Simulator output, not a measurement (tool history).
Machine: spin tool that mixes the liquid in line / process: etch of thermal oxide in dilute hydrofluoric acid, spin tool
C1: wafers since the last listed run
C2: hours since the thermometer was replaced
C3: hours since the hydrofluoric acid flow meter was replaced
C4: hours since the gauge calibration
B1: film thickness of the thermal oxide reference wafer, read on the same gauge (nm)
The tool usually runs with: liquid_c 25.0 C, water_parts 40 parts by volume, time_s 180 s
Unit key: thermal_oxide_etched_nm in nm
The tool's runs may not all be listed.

Run 1, hour 0.0: usual settings; C1 0; C2 1930.3; C3 808.8; C4 22.9; B1 39.78. Result: thermal_oxide_etched_nm 26.08 nm.
Run 2, hour 14.8: usual settings; C1 114; C2 1945.1; C3 823.6; C4 37.7; B1 39.75. Result: thermal_oxide_etched_nm 26.02 nm.
Run 3, hour 47.7: usual settings; C1 253; C2 1978.0; C3 856.5; C4 70.6; B1 39.68. Result: thermal_oxide_etched_nm 26.36 nm.
Run 4, hour 64.8: usual settings but liquid_c 28.0 C; C1 132; C2 1995.1; C3 873.6; C4 87.7; B1 39.65. Result: thermal_oxide_etched_nm 29.48 nm.
Run 5, hour 97.9: usual settings but liquid_c 28.0 C; C1 255; C2 2028.2; C3 906.7; C4 120.8; B1 39.63. Result: thermal_oxide_etched_nm 29.59 nm.
Run 6, hour 128.4: usual settings but liquid_c 28.0 C; C1 235; C2 2058.7; C3 937.2; C4 151.3; B1 39.58. Result: thermal_oxide_etched_nm 29.36 nm.
Run 7, hour 230.6: usual settings but water_parts 30 parts by volume; C1 788; C2 2160.9; C3 1039.4; C4 253.5; B1 39.39. Result: thermal_oxide_etched_nm 35.20 nm.
Run 8, hour 249.5: usual settings but water_parts 30 parts by volume; C1 145; C2 2179.8; C3 1058.3; C4 272.4; B1 39.38. Result: thermal_oxide_etched_nm 34.86 nm.
Run 9, hour 273.3: usual settings; C1 183; C2 2203.6; C3 1082.1; C4 296.2; B1 39.33. Result: thermal_oxide_etched_nm 26.28 nm.
Run 10, hour 296.7: usual settings; C1 180; C2 2227.0; C3 1105.5; C4 319.6; B1 39.32. Result: thermal_oxide_etched_nm 26.15 nm.
Run 11, hour 317.8: usual settings; C1 162; C2 2248.1; C3 1126.6; C4 340.7; B1 39.28. Result: thermal_oxide_etched_nm 25.99 nm.
Run 12, hour 331.4: usual settings; C1 104; C2 2261.7; C3 1140.2; C4 354.3; B1 39.24. Result: thermal_oxide_etched_nm 25.87 nm.
Run 13, hour 365.4: usual settings; C1 262; C2 2295.7; C3 1174.2; C4 388.3; B1 39.19. Result: thermal_oxide_etched_nm 25.84 nm.
At hour 387.4: thermometer replaced.
Run 14, hour 391.0: usual settings but liquid_c 21.5 C; C1 189; C2 3.6; C3 1199.8; C4 413.9; B1 39.16. Result: thermal_oxide_etched_nm 22.46 nm.
Run 15, hour 403.3: usual settings but liquid_c 21.5 C; C1 94; C2 15.9; C3 1212.1; C4 426.2; B1 39.12. Result: thermal_oxide_etched_nm 22.51 nm.
Run 16, hour 422.3: usual settings but liquid_c 21.5 C; C1 146; C2 34.9; C3 1231.1; C4 445.2; B1 39.08. Result: thermal_oxide_etched_nm 22.11 nm.
Run 17, hour 440.3: usual settings but water_parts 55 parts by volume; C1 138; C2 52.9; C3 1249.1; C4 463.2; B1 39.09. Result: thermal_oxide_etched_nm 18.40 nm.
Run 18, hour 469.7: usual settings but liquid_c 22.0 C, water_parts 25 parts by volume, time_s 130 s; C1 226; C2 82.3; C3 1278.5; C4 492.6; B1 39.02. Result: thermal_oxide_etched_nm 26.65 nm.
Run 19, hour 504.0: usual settings but water_parts 25 parts by volume, time_s 75 s; C1 264; C2 116.6; C3 1312.8; C4 526.9; B1 38.98. Result: thermal_oxide_etched_nm 17.47 nm.
Run 20, hour 524.1: usual settings but liquid_c 20.5 C, water_parts 20 parts by volume, time_s 210 s; C1 155; C2 136.7; C3 1332.9; C4 547.0; B1 38.94. Result: thermal_oxide_etched_nm 50.77 nm.
Run 21, hour 555.7: usual settings but time_s 255 s; C1 243; C2 168.3; C3 1364.5; C4 578.6; B1 38.86. Result: thermal_oxide_etched_nm 36.43 nm.
At hour 570.2: gauge calibrated.
Run 22, hour 577.8: usual settings but liquid_c 27.0 C, water_parts 30 parts by volume; C1 170; C2 190.4; C3 1386.6; C4 7.6; B1 40.02. Result: thermal_oxide_etched_nm 38.84 nm.
Run 23, hour 594.7: usual settings but liquid_c 23.5 C, time_s 260 s; C1 130; C2 207.3; C3 1403.5; C4 24.5; B1 39.98. Result: thermal_oxide_etched_nm 35.48 nm.
Run 24, hour 628.8: usual settings but liquid_c 28.5 C, water_parts 25 parts by volume; C1 263; C2 241.4; C3 1437.6; C4 58.6; B1 39.90. Result: thermal_oxide_etched_nm 49.70 nm.
At hour 632.6: hydrofluoric acid flow meter replaced.
Run 25, hour 641.7: usual settings but liquid_c 23.0 C, water_parts 35 parts by volume, time_s 145 s; C1 91; C2 254.3; C3 9.1; C4 71.5; B1 39.90. Result: thermal_oxide_etched_nm 22.41 nm.
Run 26, hour 658.6: usual settings; C1 130; C2 271.2; C3 26.0; C4 88.4; B1 39.87. Result: thermal_oxide_etched_nm 26.09 nm.
Run 27, hour 684.5: usual settings but liquid_c 27.0 C, water_parts 50 parts by volume, time_s 125 s; C1 199; C2 297.1; C3 51.9; C4 114.3; B1 39.84. Result: thermal_oxide_etched_nm 15.60 nm.
Run 28, hour 699.9: usual settings but liquid_c 21.5 C; C1 118; C2 312.5; C3 67.3; C4 129.7; B1 39.79. Result: thermal_oxide_etched_nm 22.66 nm.
Run 29, hour 719.0: usual settings but liquid_c 28.5 C, time_s 135 s; C1 147; C2 331.6; C3 86.4; C4 148.8; B1 39.81. Result: thermal_oxide_etched_nm 22.72 nm.
Run 30, hour 738.2: usual settings; C1 148; C2 350.8; C3 105.6; C4 168.0; B1 39.78. Result: thermal_oxide_etched_nm 26.13 nm.
Run 31, hour 762.1: usual settings; C1 184; C2 374.7; C3 129.5; C4 191.9; B1 39.70. Result: thermal_oxide_etched_nm 26.12 nm.
Run 32, hour 777.0: usual settings but water_parts 60 parts by volume, time_s 235 s; C1 115; C2 389.6; C3 144.4; C4 206.8; B1 39.69. Result: thermal_oxide_etched_nm 22.18 nm.
Run 33, hour 804.8: usual settings; C1 214; C2 417.4; C3 172.2; C4 234.6; B1 39.65. Result: thermal_oxide_etched_nm 26.33 nm.

Measured result minus the same run's result without the hidden state. Both carry the same run-to-run variation, though not necessarily the same gauge scatter:
Hidden state present: liquid colder than its thermometer reads (K); hydrofluoric acid flow above the setpoint (%); gauge reads high (%).
run  thermal_oxide_etched_nm
  1                    -0.14
  2                    -0.16
  3                    -0.20
  4                    -0.24
  5                    -0.28
  6                    -0.31
  7                    -0.53
  8                    -0.54
  9                    -0.44
 10                    -0.46
 11                    -0.48
 12                    -0.50
 13                    -0.53
 14                    -0.49
 15                    -0.50
 16                    -0.51
 17                    -0.43
 18                    -0.66
 19                    -0.46
 20                    -1.37
 21                    -1.03
 22                    +0.01
 23                    -0.02
 24                    -0.08
 25                    -0.05
 26                    -0.07
 27                    -0.06
 28                    -0.10
 29                    -0.12
 30                    -0.16
 31                    -0.19
 32                    -0.17
 33                    -0.23

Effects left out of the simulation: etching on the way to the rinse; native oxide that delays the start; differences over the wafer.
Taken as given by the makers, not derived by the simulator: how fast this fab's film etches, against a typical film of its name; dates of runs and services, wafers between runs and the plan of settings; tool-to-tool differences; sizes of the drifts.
